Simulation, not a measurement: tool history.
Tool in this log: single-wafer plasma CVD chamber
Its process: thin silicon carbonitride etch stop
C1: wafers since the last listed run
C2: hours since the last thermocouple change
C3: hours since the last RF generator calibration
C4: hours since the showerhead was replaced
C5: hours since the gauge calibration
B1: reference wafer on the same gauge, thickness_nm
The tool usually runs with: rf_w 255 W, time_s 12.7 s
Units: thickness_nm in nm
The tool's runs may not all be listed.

{"run": 1, "hour": 0.0, "rf_w": 255, "time_s": 11.0, "C1": 0, "C2": 1778.9, "C3": 1688.9, "C4": 1956.1, "C5": 81.4, "B1": 8.929, "thickness_nm": 7.002}
{"run": 2, "hour": 107.4, "rf_w": 255, "time_s": 11.0, "C1": 2667, "C2": 1886.3, "C3": 1796.3, "C4": 2063.5, "C5": 188.8, "B1": 8.931, "thickness_nm": 6.992}
{"run": 3, "hour": 155.8, "rf_w": 255, "time_s": 12.7, "C1": 1202, "C2": 1934.7, "C3": 1844.7, "C4": 2111.9, "C5": 237.2, "B1": 8.928, "thickness_nm": 8.066}
{"run": 4, "hour": 241.6, "rf_w": 255, "time_s": 12.7, "C1": 2131, "C2": 2020.5, "C3": 1930.5, "C4": 2197.7, "C5": 323.0, "B1": 8.934, "thickness_nm": 8.11}
{"run": 5, "hour": 317.7, "rf_w": 255, "time_s": 12.7, "C1": 1890, "C2": 2096.6, "C3": 2006.6, "C4": 2273.8, "C5": 399.1, "B1": 8.925, "thickness_nm": 8.06}
{"run": 6, "hour": 381.5, "rf_w": 255, "time_s": 12.7, "C1": 1584, "C2": 2160.4, "C3": 2070.4, "C4": 2337.6, "C5": 462.9, "B1": 8.923, "thickness_nm": 8.064}
{"run": 7, "hour": 454.9, "rf_w": 285, "time_s": 14.5, "C1": 1823, "C2": 2233.8, "C3": 2143.8, "C4": 2411.0, "C5": 536.3, "B1": 8.928, "thickness_nm": 9.643}
{"run": 8, "hour": 510.3, "rf_w": 285, "time_s": 14.5, "C1": 1376, "C2": 2289.2, "C3": 2199.2, "C4": 2466.4, "C5": 591.7, "B1": 8.936, "thickness_nm": 9.568}
{"hour": 620.4, "done": "showerhead replaced"}
{"run": 9, "hour": 620.9, "rf_w": 285, "time_s": 14.5, "C1": 2548, "C2": 2399.8, "C3": 2309.8, "C4": 0.5, "C5": 702.3, "B1": 8.927, "thickness_nm": 9.635}
{"hour": 661.6, "done": "RF generator calibrated"}
{"run": 10, "hour": 676.4, "rf_w": 305, "time_s": 12.7, "C1": 1179, "C2": 2455.3, "C3": 14.8, "C4": 56.0, "C5": 757.8, "B1": 8.932, "thickness_nm": 8.879}
{"hour": 840.5, "done": "gauge calibrated"}
{"hour": 904.2, "done": "thermocouple changed; heater temperature recalibrated"}
{"run": 11, "hour": 975.0, "rf_w": 255, "time_s": 10.3, "C1": 7217, "C2": 70.8, "C3": 313.4, "C4": 354.6, "C5": 134.5, "B1": 8.929, "thickness_nm": 6.694}
{"run": 12, "hour": 1019.3, "rf_w": 305, "time_s": 12.7, "C1": 1100, "C2": 115.1, "C3": 357.7, "C4": 398.9, "C5": 178.8, "B1": 8.937, "thickness_nm": 8.761}
{"run": 13, "hour": 1087.6, "rf_w": 285, "time_s": 14.1, "C1": 1696, "C2": 183.4, "C3": 426.0, "C4": 467.2, "C5": 247.1, "B1": 8.933, "thickness_nm": 9.47}
{"run": 14, "hour": 1177.3, "rf_w": 275, "time_s": 14.2, "C1": 2227, "C2": 273.1, "C3": 515.7, "C4": 556.9, "C5": 336.8, "B1": 8.937, "thickness_nm": 9.413}
{"run": 15, "hour": 1254.0, "rf_w": 255, "time_s": 12.7, "C1": 1905, "C2": 349.8, "C3": 592.4, "C4": 633.6, "C5": 413.5, "B1": 8.936, "thickness_nm": 8.199}
{"run": 16, "hour": 1336.4, "rf_w": 220, "time_s": 12.7, "C1": 2046, "C2": 432.2, "C3": 674.8, "C4": 716.0, "C5": 495.9, "B1": 8.922, "thickness_nm": 7.743}
{"run": 17, "hour": 1385.9, "rf_w": 295, "time_s": 14.9, "C1": 1229, "C2": 481.7, "C3": 724.3, "C4": 765.5, "C5": 545.4, "B1": 8.918, "thickness_nm": 10.119}
{"run": 18, "hour": 1473.7, "rf_w": 255, "time_s": 12.7, "C1": 2180, "C2": 569.5, "C3": 812.1, "C4": 853.3, "C5": 633.2, "B1": 8.934, "thickness_nm": 8.158}

Consider 4 possible next runs. They are alternatives, not a sequence: every one starts from the tool as it was left by run 18. What does each give?
{"run": "A", "hour": 1474.1, "rf_w": 240, "time_s": 12.7, "C1": 9, "C2": 569.9, "C3": 812.5, "C4": 853.7, "C5": 633.6, "B1": "?", "thickness_nm": "?"}
{"run": "B", "hour": 1474.1, "rf_w": 240, "time_s": 14.0, "C1": 9, "C2": 569.9, "C3": 812.5, "C4": 853.7, "C5": 633.6, "B1": "?", "thickness_nm": "?"}
{"run": "C", "hour": 1474.1, "rf_w": 280, "time_s": 14.8, "C1": 9, "C2": 569.9, "C3": 812.5, "C4": 853.7, "C5": 633.6, "B1": "?", "thickness_nm": "?"}
{"run": "D", "hour": 1474.1, "rf_w": 220, "time_s": 13.5, "C1": 9, "C2": 569.9, "C3": 812.5, "C4": 853.7, "C5": 633.6, "B1": "?", "thickness_nm": "?"}

run=A B1=8.925 thickness_nm=7.989
run=B B1=8.925 thickness_nm=8.806
run=C B1=8.925 thickness_nm=9.859
run=D B1=8.925 thickness_nm=8.213
The same runs, with their run-to-run variation unchanged, on a tool lacking any hidden condition would have given:
run=A thickness_nm=8.180
run=B thickness_nm=9.017
run=C thickness_nm=10.095
run=D thickness_nm=8.410
